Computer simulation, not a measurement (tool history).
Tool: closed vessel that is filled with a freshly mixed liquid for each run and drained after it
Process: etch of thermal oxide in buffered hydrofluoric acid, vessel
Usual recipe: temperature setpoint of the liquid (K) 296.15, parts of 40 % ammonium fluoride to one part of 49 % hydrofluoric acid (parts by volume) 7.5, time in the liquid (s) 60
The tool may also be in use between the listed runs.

run	hour	temperature setpoint of the liquid (K)	parts of 40 % ammonium fluoride to one part of 49 % hydrofluoric acid (parts by volume)	time in the liquid (s)	wafers since the last listed run	hours since the thermometer was replaced	hours since the hydrofluoric acid flow meter was replaced	hours since the gauge calibration	read-back film thickness of the thermal oxide reference wafer, read on the same gauge (nm)	thickness taken off the thermal oxide on a monitor wafer (Å)
1	0.0	292.65	7.5	60	0	2261.8	351.6	1292.8	149.99	668.3
2	157.8	296.15	7.5	60	12031	2419.6	509.4	1450.6	149.99	812.0
3	255.3	296.15	7.5	60	7433	2517.1	606.9	1548.1	149.97	793.2
4	317.6	296.15	7.5	60	4749	2579.4	669.2	1610.4	149.99	794.8
# hour 353.2: thermometer replaced
5	394.3	296.15	7.5	60	5771	41.1	745.9	1687.1	150.02	758.1
6	474.8	296.15	7.5	60	6137	121.6	826.4	1767.6	149.99	748.4
7	544.5	296.15	7.5	60	5314	191.3	896.1	1837.3	149.98	740.8
8	582.2	296.15	7.5	60	2874	229.0	933.8	1875.0	149.99	739.5
9	635.3	296.15	7.5	60	4048	282.1	986.9	1928.1	149.98	735.4
10	691.0	296.15	7.5	60	4246	337.8	1042.6	1983.8	149.99	734.7
11	761.5	296.15	7.5	60	5375	408.3	1113.1	2054.3	150.01	730.3
# hour 766.1: hydrofluoric acid flow meter replaced
12	812.5	296.15	7.5	60	3812	459.3	46.4	2105.3	150.00	812.8
13	915.7	291.65	7.5	75	7868	562.5	149.6	2208.5	149.98	789.9
14	955.6	296.15	7.5	30	3042	602.4	189.5	2248.4	150.01	399.9
15	1018.2	300.65	7.5	60	4772	665.0	252.1	2311.0	149.98	1031.5
16	1059.6	300.65	9.0	80	3156	706.4	293.5	2352.4	150.00	1120.3
# hour 1078.1: gauge calibrated
17	1128.4	291.15	5.0	30	5245	775.2	362.3	50.3	150.00	431.8
18	1237.5	296.15	7.5	60	8318	884.3	471.4	159.4	149.98	798.5
19	1332.5	296.15	7.5	60	7243	979.3	566.4	254.4	150.01	779.2
20	1398.5	292.65	6.0	60	5032	1045.3	632.4	320.4	150.00	806.8
21	1499.5	300.65	9.0	90	7700	1146.3	733.4	421.4	150.03	1239.8
22	1600.2	296.15	7.5	60	7677	1247.0	834.1	522.1	150.01	760.5
23	1805.2	294.65	10.5	60	15629	1452.0	1039.1	727.1	150.00	521.1
24	1884.2	296.15	7.5	75	6023	1531.0	1118.1	806.1	150.00	940.4
25	1979.8	299.65	8.5	70	7288	1626.6	1213.7	901.7	150.00	933.5
# hour 2047.4: hydrofluoric acid flow meter replaced
26	2077.4	298.65	7.5	60	7365	1724.2	30.0	999.3	150.00	943.9
27	2142.1	296.15	6.0	60	4932	1788.9	94.7	1064.0	149.98	1011.5
28	2241.6	296.15	6.0	35	7586	1888.4	194.2	1163.5	150.02	591.4
29	2295.7	296.15	6.5	35	4124	1942.5	248.3	1217.6	149.98	555.6
30	2340.2	300.65	7.5	40	3392	1987.0	292.8	1262.1	150.00	697.8
31	2434.2	296.15	7.5	60	7166	2081.0	386.8	1356.1	150.00	812.0
32	2530.5	293.15	6.5	60	7342	2177.3	483.1	1452.4	150.02	792.3
33	2599.9	292.65	7.5	35	5291	2246.7	552.5	1521.8	150.03	388.8

Hidden condition of the tool, last listed run before each entry between runs versus first listed run after:
In the gap between runs 4 and 5: thermometer replaced (hour 353.2)
  liquid hotter than its thermometer reads (K): 0.814 -> 0.0644; hydrofluoric acid flow below the setpoint (%): 5.92 -> 6.54
  difference, measured minus the result without the unlogged condition, thickness taken off the thermal oxide on a monitor wafer (Å): -17.4 -> -54.9
In the gap between runs 11 and 12: hydrofluoric acid flow meter replaced (hour 766.1)
  liquid hotter than its thermometer reads (K): 0.178 -> 0.194; hydrofluoric acid flow below the setpoint (%): 9.51 -> 0.383
  difference, measured minus the result without the unlogged condition, thickness taken off the thermal oxide on a monitor wafer (Å): -75.4 -> +5.0
In the gap between runs 16 and 17: gauge calibrated (hour 1078.1)
  liquid hotter than its thermometer reads (K): 0.27 -> 0.292; hydrofluoric acid flow below the setpoint (%): 2.38 -> 2.94
  difference, measured minus the result without the unlogged condition, thickness taken off the thermal oxide on a monitor wafer (Å): -0.9 -> -3.8
In the gap between runs 25 and 26: hydrofluoric acid flow meter replaced (hour 2047.4)
  liquid hotter than its thermometer reads (K): 0.555 -> 0.586; hydrofluoric acid flow below the setpoint (%): 9.83 -> 0.623
  difference, measured minus the result without the unlogged condition, thickness taken off the thermal oxide on a monitor wafer (Å): -58.8 -> +23.3
